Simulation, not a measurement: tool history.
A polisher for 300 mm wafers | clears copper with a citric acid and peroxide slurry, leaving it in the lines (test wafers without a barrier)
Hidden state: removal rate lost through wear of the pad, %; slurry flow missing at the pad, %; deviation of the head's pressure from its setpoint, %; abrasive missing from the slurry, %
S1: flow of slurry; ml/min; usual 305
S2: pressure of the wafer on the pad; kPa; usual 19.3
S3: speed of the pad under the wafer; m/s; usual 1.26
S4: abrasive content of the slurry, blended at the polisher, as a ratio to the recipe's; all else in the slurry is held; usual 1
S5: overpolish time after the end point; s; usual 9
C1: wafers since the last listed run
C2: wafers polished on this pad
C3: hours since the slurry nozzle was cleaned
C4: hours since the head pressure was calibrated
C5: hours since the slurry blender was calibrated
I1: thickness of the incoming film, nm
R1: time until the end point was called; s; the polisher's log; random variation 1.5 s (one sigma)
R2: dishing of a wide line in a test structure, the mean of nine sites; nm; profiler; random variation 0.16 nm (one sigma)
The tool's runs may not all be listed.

| run | hour | S1 | S2 | S3 | S4 | S5 | C1 | C2 | C3 | C4 | C5 | I1 | R1 | R2 |
|---|---|---|---|---|---|---|---|---|---|---|---|---|---|---|
| 1 | 0 | 245 | 19.3 | 1.26 | 1 | 9 | 0 | 319 | 179.2 | 473.7 | 507.5 | 252.1 | 115.6 | 13.7 |
|  | 28.7 | slurry blender recalibrated |
| 2 | 69.7 | 305 | 19.3 | 1.26 | 1 | 9 | 576 | 895 | 248.9 | 543.4 | 41 | 251.4 | 101.3 | 15.5 |
| 3 | 126.8 | 305 | 19.3 | 1.26 | 1 | 6 | 485 | 1380 | 306 | 600.5 | 98.1 | 247.2 | 99.5 | 11 |
|  | 193.9 | worn pad replaced by a new one |
| 4 | 229.2 | 305 | 19.3 | 1.26 | 1 | 9 | 837 | 300 | 408.4 | 702.9 | 200.5 | 251.8 | 103.8 | 15.1 |
| 5 | 299.4 | 305 | 19.3 | 1.4 | 1 | 9 | 597 | 897 | 478.6 | 773.1 | 270.7 | 250.7 | 95.8 | 15.8 |
| 6 | 338.8 | 305 | 21.4 | 1.42 | 1 | 9 | 335 | 1233 | 518 | 812.5 | 310.1 | 247.4 | 86.5 | 17.2 |
| 7 | 407 | 305 | 21.4 | 1.42 | 1 | 9 | 580 | 1813 | 586.2 | 880.7 | 378.3 | 249.6 | 93.2 | 16.6 |
|  | 451.5 | slurry blender recalibrated |
| 8 | 482.2 | 305 | 19.3 | 1.26 | 0.85 | 8 | 622 | 2436 | 661.4 | 955.9 | 30.7 | 254.2 | 113.7 | 13.2 |
|  | 487.5 | worn pad replaced by a new one |
| 9 | 531.4 | 305 | 19.3 | 1.26 | 1 | 7 | 384 | 373 | 710.6 | 1005.1 | 79.9 | 246.4 | 103.8 | 12.1 |
| 10 | 635.4 | 305 | 19.3 | 1.26 | 1 | 9 | 884 | 1258 | 814.6 | 1109.1 | 183.9 | 250.7 | 108.8 | 14.7 |
|  | 644.7 | head pressure recalibrated |
|  | 653.9 | slurry nozzle cleaned |
| 11 | 724.9 | 305 | 25.5 | 1.54 | 0.7 | 7 | 735 | 1994 | 71 | 80.2 | 273.4 | 253.3 | 76.3 | 15.6 |
|  | 732.4 | worn pad replaced by a new one |
| 12 | 824.1 | 305 | 19.3 | 1.26 | 1 | 9 | 809 | 779 | 170.2 | 179.4 | 372.6 | 249.2 | 105.9 | 15 |
| 13 | 863.6 | 305 | 19.3 | 1.06 | 1 | 13 | 336 | 1115 | 209.7 | 218.9 | 412.1 | 250.8 | 126.9 | 17.3 |
|  | 907.4 | slurry blender recalibrated |
| 14 | 939.8 | 305 | 24.8 | 1.26 | 1.1 | 9 | 631 | 1747 | 285.9 | 295.1 | 32.4 | 251 | 84.9 | 18.1 |
| 15 | 1003.2 | 360 | 24.8 | 1.54 | 1 | 9 | 539 | 2286 | 349.3 | 358.5 | 95.8 | 247.7 | 67.3 | 21.1 |
|  | 1010.3 | worn pad replaced by a new one |
| 16 | 1077.5 | 305 | 21.4 | 1.02 | 1 | 9 | 598 | 571 | 423.6 | 432.8 | 170.1 | 255.5 | 121 | 13.7 |
| 17 | 1129.8 | 305 | 19.3 | 1.48 | 1 | 9 | 444 | 1016 | 475.9 | 485.1 | 222.4 | 250.6 | 93.1 | 17 |
| 18 | 1176.3 | 305 | 19.3 | 1.26 | 1 | 6 | 395 | 1412 | 522.4 | 531.6 | 268.9 | 252.7 | 107.2 | 10.4 |
| 19 | 1261.4 | 225 | 19.3 | 1.26 | 1 | 9 | 724 | 2136 | 607.5 | 616.7 | 354 | 247.6 | 113.6 | 13.8 |
|  | 1312.6 | worn pad replaced by a new one |
|  | 1334.3 | slurry blender recalibrated |
| 20 | 1344.6 | 265 | 19.3 | 1.6 | 1.15 | 5 | 656 | 255 | 690.7 | 699.9 | 10.3 | 250.8 | 82.1 | 11.2 |

Forecast each of these 5 alternatives for the next run:
| A | 1345.1 | 305 | 19.3 | 1.26 | 1 | 9 | 4 | 259 | 691.2 | 700.4 | 10.8 | 251 | ? | ? |
| B | 1345.1 | 305 | 16.5 | 1.42 | 1.15 | 11 | 4 | 259 | 691.2 | 700.4 | 10.8 | 251 | ? | ? |
| C | 1345.1 | 305 | 19.3 | 1.4 | 0.9 | 9 | 4 | 259 | 691.2 | 700.4 | 10.8 | 251 | ? | ? |
| D | 1345.1 | 350 | 19.3 | 1.26 | 0.8 | 5 | 4 | 259 | 691.2 | 700.4 | 10.8 | 251 | ? | ? |
| E | 1345.1 | 340 | 24.1 | 1.26 | 1 | 12 | 4 | 259 | 691.2 | 700.4 | 10.8 | 251 | ? | ? |

| run | R1 | R2 |
|---|---|---|
| A | 103.4 | 15.1 |
| B | 98.8 | 18.5 |
| C | 97 | 16 |
| D | 108.7 | 8.6 |
| E | 86.8 | 22 |
Without the tool's hidden state the same runs would have given:
| run | R1 | R2 |
|---|---|---|
| A | 97.2 | 16 |
| B | 92.9 | 19.4 |
| C | 91.2 | 16.8 |
| D | 102.9 | 9.1 |
| E | 82 | 23 |
